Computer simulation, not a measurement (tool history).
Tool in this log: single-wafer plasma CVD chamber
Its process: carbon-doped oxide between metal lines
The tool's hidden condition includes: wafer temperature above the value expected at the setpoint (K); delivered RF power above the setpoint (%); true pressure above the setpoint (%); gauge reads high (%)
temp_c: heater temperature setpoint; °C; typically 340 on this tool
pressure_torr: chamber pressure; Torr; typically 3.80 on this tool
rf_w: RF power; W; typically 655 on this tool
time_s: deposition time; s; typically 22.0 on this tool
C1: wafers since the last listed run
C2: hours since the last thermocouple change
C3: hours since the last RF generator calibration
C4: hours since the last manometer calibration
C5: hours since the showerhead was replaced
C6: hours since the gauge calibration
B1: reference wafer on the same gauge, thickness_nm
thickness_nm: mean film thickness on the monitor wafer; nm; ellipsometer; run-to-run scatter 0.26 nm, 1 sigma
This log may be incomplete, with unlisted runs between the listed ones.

run 1 day=0.000 | temp_c=340 pressure_torr=3.80 rf_w=655 time_s=22.0 | C1=0 C2=1149.8 C3=2136.1 C4=2419.2 C5=5850.8 C6=299.1 | B1=116.998 | thickness_nm=122.391
run 2 day=0.450 | temp_c=340 pressure_torr=3.80 rf_w=655 time_s=22.0 | C1=158 C2=1160.6 C3=2146.9 C4=2430.0 C5=5861.6 C6=309.9 | B1=117.014 | thickness_nm=121.825
run 3 day=1.562 | temp_c=340 pressure_torr=3.80 rf_w=655 time_s=22.0 | C1=392 C2=1187.3 C3=2173.6 C4=2456.7 C5=5888.3 C6=336.6 | B1=116.967 | thickness_nm=121.911
run 4 day=1.817 | temp_c=340 pressure_torr=3.80 rf_w=655 time_s=22.0 | C1=89 C2=1193.4 C3=2179.7 C4=2462.8 C5=5894.4 C6=342.7 | B1=116.956 | thickness_nm=122.182
run 5 day=3.442 | temp_c=340 pressure_torr=3.80 rf_w=655 time_s=22.0 | C1=573 C2=1232.4 C3=2218.7 C4=2501.8 C5=5933.4 C6=381.7 | B1=116.999 | thickness_nm=121.911
-- day=4.388 capacitance manometer re-zeroed and calibrated
run 6 day=4.408 | temp_c=340 pressure_torr=3.80 rf_w=655 time_s=22.0 | C1=223 C2=1255.6 C3=2241.9 C4=0.5 C5=5956.6 C6=404.9 | B1=117.009 | thickness_nm=121.673
run 7 day=4.608 | temp_c=340 pressure_torr=3.80 rf_w=655 time_s=22.0 | C1=70 C2=1260.4 C3=2246.7 C4=5.3 C5=5961.4 C6=409.7 | B1=116.993 | thickness_nm=121.442
-- day=5.000 RF generator calibrated
run 8 day=5.021 | temp_c=340 pressure_torr=3.80 rf_w=655 time_s=22.0 | C1=27 C2=1270.3 C3=0.5 C4=15.2 C5=5971.3 C6=419.6 | B1=117.046 | thickness_nm=129.051
run 9 day=5.262 | temp_c=340 pressure_torr=3.80 rf_w=655 time_s=22.0 | C1=85 C2=1276.1 C3=6.3 C4=21.0 C5=5977.1 C6=425.4 | B1=116.968 | thickness_nm=128.985
run 10 day=5.546 | temp_c=340 pressure_torr=3.80 rf_w=655 time_s=22.0 | C1=100 C2=1282.9 C3=13.1 C4=27.8 C5=5983.9 C6=432.2 | B1=117.030 | thickness_nm=128.105
-- day=5.942 gauge calibrated
run 11 day=6.017 | temp_c=340 pressure_torr=3.80 rf_w=735 time_s=22.0 | C1=166 C2=1294.2 C3=24.4 C4=39.1 C5=5995.2 C6=1.8 | B1=117.026 | thickness_nm=142.519
run 12 day=6.367 | temp_c=340 pressure_torr=3.80 rf_w=655 time_s=22.0 | C1=123 C2=1302.6 C3=32.8 C4=47.5 C5=6003.6 C6=10.2 | B1=117.028 | thickness_nm=128.703
run 13 day=6.996 | temp_c=340 pressure_torr=3.80 rf_w=655 time_s=22.0 | C1=222 C2=1317.7 C3=47.9 C4=62.6 C5=6018.7 C6=25.3 | B1=116.939 | thickness_nm=128.679
run 14 day=7.283 | temp_c=340 pressure_torr=3.80 rf_w=780 time_s=22.0 | C1=101 C2=1324.6 C3=54.8 C4=69.5 C5=6025.6 C6=32.2 | B1=116.989 | thickness_nm=149.862
run 15 day=7.867 | temp_c=340 pressure_torr=3.03 rf_w=615 time_s=22.0 | C1=205 C2=1338.6 C3=68.8 C4=83.5 C5=6039.6 C6=46.2 | B1=116.977 | thickness_nm=118.715
-- day=8.308 showerhead replaced
run 16 day=8.617 | temp_c=348 pressure_torr=3.80 rf_w=655 time_s=20.5 | C1=147 C2=1356.6 C3=86.8 C4=101.5 C5=7.4 C6=64.2 | B1=117.021 | thickness_nm=116.707
run 17 day=8.996 | temp_c=355 pressure_torr=4.68 rf_w=655 time_s=22.0 | C1=133 C2=1365.7 C3=95.9 C4=110.6 C5=16.5 C6=73.3 | B1=117.014 | thickness_nm=126.023
-- day=9.692 thermocouple changed; heater temperature recalibrated
run 18 day=9.712 | temp_c=351 pressure_torr=4.31 rf_w=585 time_s=22.0 | C1=135 C2=0.5 C3=113.1 C4=127.8 C5=33.7 C6=90.5 | B1=117.006 | thickness_nm=113.822
run 19 day=10.088 | temp_c=340 pressure_torr=3.80 rf_w=655 time_s=22.0 | C1=132 C2=9.5 C3=122.1 C4=136.8 C5=42.7 C6=99.5 | B1=117.019 | thickness_nm=128.935
run 20 day=10.492 | temp_c=340 pressure_torr=4.23 rf_w=655 time_s=25.6 | C1=142 C2=19.2 C3=131.8 C4=146.5 C5=52.4 C6=109.2 | B1=116.986 | thickness_nm=151.483
run 21 day=10.933 | temp_c=340 pressure_torr=3.80 rf_w=655 time_s=22.0 | C1=155 C2=29.8 C3=142.4 C4=157.1 C5=63.0 C6=119.8 | B1=117.002 | thickness_nm=128.514
run 22 day=11.596 | temp_c=333 pressure_torr=4.53 rf_w=690 time_s=22.0 | C1=233 C2=45.7 C3=158.3 C4=173.0 C5=78.9 C6=135.7 | B1=117.008 | thickness_nm=142.446
run 23 day=11.975 | temp_c=340 pressure_torr=2.90 rf_w=555 time_s=22.0 | C1=133 C2=54.8 C3=167.4 C4=182.1 C5=88.0 C6=144.8 | B1=117.033 | thickness_nm=106.530
run 24 day=12.500 | temp_c=340 pressure_torr=3.80 rf_w=655 time_s=22.0 | C1=185 C2=67.4 C3=180.0 C4=194.7 C5=100.6 C6=157.4 | B1=116.961 | thickness_nm=128.556
run 25 day=13.221 | temp_c=352 pressure_torr=4.30 rf_w=550 time_s=24.2 | C1=254 C2=84.7 C3=197.3 C4=212.0 C5=117.9 C6=174.7 | B1=116.964 | thickness_nm=116.031

Expected results for the next run?
run 26 day=13.954 | temp_c=333 pressure_torr=3.80 rf_w=560 time_s=18.9 | C1=258 C2=102.3 C3=214.9 C4=229.6 C5=135.5 C6=192.3 | B1=? | thickness_nm=?

{"run 26": {"B1": 116.98, "thickness_nm": 97.751}}
With the hidden condition absent and the run-to-run variation left alone, this run would have shown thickness_nm 98.252 nm.
